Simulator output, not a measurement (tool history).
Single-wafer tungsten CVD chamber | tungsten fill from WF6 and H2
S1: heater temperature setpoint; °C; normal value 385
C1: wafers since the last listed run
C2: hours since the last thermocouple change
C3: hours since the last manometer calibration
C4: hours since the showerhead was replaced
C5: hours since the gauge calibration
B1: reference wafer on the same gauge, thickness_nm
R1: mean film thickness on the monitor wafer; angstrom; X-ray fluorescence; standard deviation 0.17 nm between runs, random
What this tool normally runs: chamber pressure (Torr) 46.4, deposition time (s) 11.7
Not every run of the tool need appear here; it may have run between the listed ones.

Run 1, hour 0.0: usual settings but S1 388 °C; C1 0; C2 1351.5; C3 998.3; C4 3265.9; C5 510.2; B1 29.686. Result: R1 359.31 angstrom.
Run 2, hour 89.3: usual settings but S1 388 °C; C1 2065; C2 1440.8; C3 1087.6; C4 3355.2; C5 599.5; B1 29.693. Result: R1 361.88 angstrom.
Run 3, hour 155.8: usual settings but S1 388 °C; C1 1538; C2 1507.3; C3 1154.1; C4 3421.7; C5 666.0; B1 29.632. Result: R1 359.99 angstrom.
Run 4, hour 216.8: usual settings but S1 381 °C, deposition time (s) 11.0; C1 1410; C2 1568.3; C3 1215.1; C4 3482.7; C5 727.0; B1 29.714. Result: R1 293.94 angstrom.
Run 5, hour 307.1: usual settings; C1 2088; C2 1658.6; C3 1305.4; C4 3573.0; C5 817.3; B1 29.683. Result: R1 340.42 angstrom.
Run 6, hour 351.6: usual settings; C1 1029; C2 1703.1; C3 1349.9; C4 3617.5; C5 861.8; B1 29.682. Result: R1 342.19 angstrom.
Run 7, hour 405.3: usual settings but chamber pressure (Torr) 53.5; C1 1242; C2 1756.8; C3 1403.6; C4 3671.2; C5 915.5; B1 29.688. Result: R1 362.41 angstrom.
Run 8, hour 505.1: usual settings but chamber pressure (Torr) 53.5; C1 2308; C2 1856.6; C3 1503.4; C4 3771.0; C5 1015.3; B1 29.749. Result: R1 364.11 angstrom.
Run 9, hour 582.5: usual settings but chamber pressure (Torr) 53.5; C1 1790; C2 1934.0; C3 1580.8; C4 3848.4; C5 1092.7; B1 29.692. Result: R1 365.66 angstrom.
Run 10, hour 645.7: usual settings but S1 381 °C; C1 1461; C2 1997.2; C3 1644.0; C4 3911.6; C5 1155.9; B1 29.632. Result: R1 323.30 angstrom.
Run 11, hour 741.3: usual settings but S1 381 °C; C1 2211; C2 2092.8; C3 1739.6; C4 4007.2; C5 1251.5; B1 29.680. Result: R1 321.37 angstrom.
Run 12, hour 817.4: usual settings but S1 397 °C, chamber pressure (Torr) 50.9; C1 1760; C2 2168.9; C3 1815.7; C4 4083.3; C5 1327.6; B1 29.710. Result: R1 451.03 angstrom.
Run 13, hour 885.6: usual settings; C1 1577; C2 2237.1; C3 1883.9; C4 4151.5; C5 1395.8; B1 29.660. Result: R1 354.19 angstrom.
At hour 938.7: thermocouple changed; heater temperature recalibrated.
Run 14, hour 982.4: usual settings but deposition time (s) 9.5; C1 2053; C2 43.7; C3 1980.7; C4 4248.3; C5 1492.6; B1 29.664. Result: R1 273.90 angstrom.
Run 15, hour 1020.5: usual settings but S1 379 °C, deposition time (s) 10.1; C1 881; C2 81.8; C3 2018.8; C4 4286.4; C5 1530.7; B1 29.680. Result: R1 259.39 angstrom.
Run 16, hour 1083.9: usual settings but S1 399 °C; C1 1466; C2 145.2; C3 2082.2; C4 4349.8; C5 1594.1; B1 29.750. Result: R1 440.01 angstrom.
Run 17, hour 1138.5: usual settings but S1 393 °C, deposition time (s) 10.0; C1 1262; C2 199.8; C3 2136.8; C4 4404.4; C5 1648.7; B1 29.688. Result: R1 338.04 angstrom.
Run 18, hour 1217.0: usual settings but S1 388 °C; C1 1815; C2 278.3; C3 2215.3; C4 4482.9; C5 1727.2; B1 29.683. Result: R1 359.23 angstrom.
At hour 1285.3: gauge calibrated.
At hour 1388.9: capacitance manometer re-zeroed and calibrated.
At hour 1400.5: showerhead replaced.
Run 19, hour 1472.1: usual settings but chamber pressure (Torr) 50.2, deposition time (s) 13.2; C1 5530; C2 533.4; C3 83.2; C4 71.6; C5 186.8; B1 29.734. Result: R1 383.23 angstrom.
Run 20, hour 1558.4: usual settings but chamber pressure (Torr) 56.1; C1 1996; C2 619.7; C3 169.5; C4 157.9; C5 273.1; B1 29.673. Result: R1 354.71 angstrom.
Run 21, hour 1602.9: usual settings; C1 1029; C2 664.2; C3 214.0; C4 202.4; C5 317.6; B1 29.690. Result: R1 329.16 angstrom.
Run 22, hour 1696.3: usual settings but S1 399 °C; C1 2160; C2 757.6; C3 307.4; C4 295.8; C5 411.0; B1 29.736. Result: R1 428.87 angstrom.
Run 23, hour 1739.9: usual settings but S1 392 °C, chamber pressure (Torr) 36.6; C1 1008; C2 801.2; C3 351.0; C4 339.4; C5 454.6; B1 29.724. Result: R1 343.45 angstrom.
Run 24, hour 1832.6: usual settings but S1 374 °C, chamber pressure (Torr) 41.5, deposition time (s) 10.4; C1 2144; C2 893.9; C3 443.7; C4 432.1; C5 547.3; B1 29.694. Result: R1 228.75 angstrom.

Forecast each of these 4 alternatives for the next run:
Run A, hour 1833.0: usual settings but chamber pressure (Torr) 39.8; C1 9; C2 894.3; C3 444.1; C4 432.5; C5 547.7; B1 ?. Result: R1 ?.
Run B, hour 1833.0: usual settings but S1 377 °C, chamber pressure (Torr) 38.6; C1 9; C2 894.3; C3 444.1; C4 432.5; C5 547.7; B1 ?. Result: R1 ?.
Run C, hour 1833.0: usual settings but chamber pressure (Torr) 52.5; C1 9; C2 894.3; C3 444.1; C4 432.5; C5 547.7; B1 ?. Result: R1 ?.
Run D, hour 1833.0: usual settings but deposition time (s) 10.1; C1 9; C2 894.3; C3 444.1; C4 432.5; C5 547.7; B1 ?. Result: R1 ?.

run      B1      R1
  A  29.655  312.27
  B  29.655  263.75
  C  29.655  346.89
  D  29.655  285.44
Take away the tool's hidden state, keep each run's random variation, and the runs would have read:
run      R1
  A  312.48
  B  263.92
  C  347.09
  D  285.62
